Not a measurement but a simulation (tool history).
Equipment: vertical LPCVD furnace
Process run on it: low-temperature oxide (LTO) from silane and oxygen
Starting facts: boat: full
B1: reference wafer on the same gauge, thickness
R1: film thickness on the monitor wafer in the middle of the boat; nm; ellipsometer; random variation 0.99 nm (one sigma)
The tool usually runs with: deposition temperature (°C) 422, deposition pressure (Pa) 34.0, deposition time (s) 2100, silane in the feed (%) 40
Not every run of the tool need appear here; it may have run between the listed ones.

run 1 hour=0.0 | deposition_temperature_(°C)=422 deposition_pressure_(Pa)=34.0 deposition_time_(s)=2100 silane_in_the_feed_(%)=36 | B1=502.98 | R1=476.26
run 2 hour=62.0 | deposition_temperature_(°C)=422 deposition_pressure_(Pa)=34.0 deposition_time_(s)=2100 silane_in_the_feed_(%)=36 | B1=502.97 | R1=477.46
run 3 hour=88.0 | deposition_temperature_(°C)=426 deposition_pressure_(Pa)=34.0 deposition_time_(s)=2100 silane_in_the_feed_(%)=37 | B1=503.06 | R1=514.28
run 4 hour=156.4 | deposition_temperature_(°C)=422 deposition_pressure_(Pa)=34.0 deposition_time_(s)=2100 silane_in_the_feed_(%)=40 | B1=502.88 | R1=538.96
run 5 hour=202.3 | deposition_temperature_(°C)=422 deposition_pressure_(Pa)=34.0 deposition_time_(s)=2100 silane_in_the_feed_(%)=40 | B1=503.10 | R1=539.65
run 6 hour=269.9 | deposition_temperature_(°C)=422 deposition_pressure_(Pa)=34.0 deposition_time_(s)=2100 silane_in_the_feed_(%)=40 | B1=502.81 | R1=536.81
-- hour=355.7 thermocouples replaced and temperature profile calibrated
run 7 hour=356.2 | deposition_temperature_(°C)=422 deposition_pressure_(Pa)=34.0 deposition_time_(s)=2100 silane_in_the_feed_(%)=40 | B1=502.78 | R1=517.83
-- hour=412.5 pressure gauge zeroed
-- hour=416.1 silane flow controller replaced
run 8 hour=416.6 | deposition_temperature_(°C)=422 deposition_pressure_(Pa)=34.0 deposition_time_(s)=2100 silane_in_the_feed_(%)=40 | B1=502.83 | R1=534.60
run 9 hour=447.6 | deposition_temperature_(°C)=422 deposition_pressure_(Pa)=34.0 deposition_time_(s)=2100 silane_in_the_feed_(%)=40 | B1=503.18 | R1=533.90
run 10 hour=484.9 | deposition_temperature_(°C)=415 deposition_pressure_(Pa)=36.7 deposition_time_(s)=2100 silane_in_the_feed_(%)=48 | B1=503.01 | R1=646.21
run 11 hour=538.3 | deposition_temperature_(°C)=432 deposition_pressure_(Pa)=29.3 deposition_time_(s)=2820 silane_in_the_feed_(%)=40 | B1=502.70 | R1=684.55
run 12 hour=592.3 | deposition_temperature_(°C)=416 deposition_pressure_(Pa)=34.0 deposition_time_(s)=1440 silane_in_the_feed_(%)=45 | B1=503.05 | R1=391.34
-- hour=616.6 gauge calibrated
run 13 hour=633.5 | deposition_temperature_(°C)=422 deposition_pressure_(Pa)=28.0 deposition_time_(s)=2100 silane_in_the_feed_(%)=34 | B1=503.00 | R1=362.75
run 14 hour=668.2 | deposition_temperature_(°C)=422 deposition_pressure_(Pa)=34.0 deposition_time_(s)=2100 silane_in_the_feed_(%)=40 | B1=502.79 | R1=537.80
run 15 hour=734.9 | deposition_temperature_(°C)=428 deposition_pressure_(Pa)=28.0 deposition_time_(s)=2100 silane_in_the_feed_(%)=40 | B1=503.02 | R1=469.74
run 16 hour=761.5 | deposition_temperature_(°C)=422 deposition_pressure_(Pa)=36.0 deposition_time_(s)=2820 silane_in_the_feed_(%)=37 | B1=503.01 | R1=696.88
run 17 hour=824.5 | deposition_temperature_(°C)=422 deposition_pressure_(Pa)=34.0 deposition_time_(s)=2100 silane_in_the_feed_(%)=40 | B1=503.08 | R1=538.45

Hidden state, per run?
deviation of the silane flow from its setpoint, %: 0 in every run
gauge reads high (%): 0 in every run
H1: true tube temperature minus thermocouple reading, K
H2: true pressure minus gauge reading, mTorr
run=1 H1=3.7 H2=-4.73
run=2 H1=3.71 H2=-5.04
run=3 H1=3.71 H2=-5.18
run=4 H1=3.72 H2=-5.53
run=5 H1=3.73 H2=-5.78
run=6 H1=3.74 H2=-6.15
run=7 H1=0.674 H2=-6.64
run=8 H1=0.862 H2=-0.405
run=9 H1=0.956 H2=-0.406
run=10 H1=1.06 H2=-0.411
run=11 H1=1.21 H2=-0.423
run=12 H1=1.36 H2=-0.441
run=13 H1=1.47 H2=-0.459
run=14 H1=1.55 H2=-0.478
run=15 H1=1.71 H2=-0.52
run=16 H1=1.77 H2=-0.54
run=17 H1=1.91 H2=-0.593
